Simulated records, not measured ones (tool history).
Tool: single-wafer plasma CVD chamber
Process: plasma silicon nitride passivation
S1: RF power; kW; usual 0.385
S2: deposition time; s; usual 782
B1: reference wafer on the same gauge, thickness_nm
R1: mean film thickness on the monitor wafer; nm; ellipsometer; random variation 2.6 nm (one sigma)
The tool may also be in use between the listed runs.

run,hour,S1,S2,B1,R1
1,0.0,0.385,782,989.434,1062.738
# hour 30.8: gauge calibrated
2,42.3,0.385,782,990.639,1060.774
3,74.2,0.385,782,989.526,1063.114
4,93.0,0.385,819,989.870,1104.562
5,121.3,0.385,819,990.153,1106.920
6,139.7,0.385,819,990.868,1109.093
7,214.5,0.385,837,990.214,1130.959
8,249.6,0.385,837,990.240,1130.109
9,262.0,0.355,727,989.665,957.325
10,281.4,0.355,727,990.318,962.655
11,301.7,0.385,782,989.224,1052.738
# hour 311.2: RF generator calibrated
12,317.3,0.385,782,990.962,1074.735
13,333.5,0.385,782,990.247,1080.099
14,368.0,0.385,782,989.490,1079.798
15,392.8,0.460,665,990.886,958.767
16,413.1,0.385,782,990.015,1074.845
# hour 445.8: showerhead replaced, of another model than before
17,446.3,0.355,727,989.997,971.743
18,464.1,0.385,782,988.936,1078.524
19,493.4,0.435,732,989.801,1047.992
20,528.8,0.330,661,989.443,855.144
21,544.3,0.410,782,990.923,1093.941
# hour 550.3: gauge calibrated
22,563.0,0.365,923,990.109,1234.585
23,580.0,0.445,893,990.474,1288.591
24,615.0,0.410,925,990.668,1294.027
25,635.5,0.385,828,990.454,1129.215
26,664.2,0.405,923,990.081,1284.093
27,682.4,0.385,782,989.739,1062.711
28,709.7,0.425,935,989.789,1317.844
29,724.3,0.315,669,990.189,846.935

5 ways to go on from here, each from the tool as it stands after run 29. What would each give?
A,724.9,0.385,782,?,?
B,724.9,0.450,686,?,?
C,724.9,0.360,782,?,?
D,724.9,0.345,672,?,?
E,724.9,0.440,782,?,?

run,B1,R1
A,989.571,1064.528
B,989.571,986.924
C,989.571,1038.965
D,989.571,879.009
E,989.571,1116.216
Without the tool's hidden state the same runs would have given:
run,R1
A,1079.331
B,1000.648
C,1053.412
D,891.232
E,1131.738
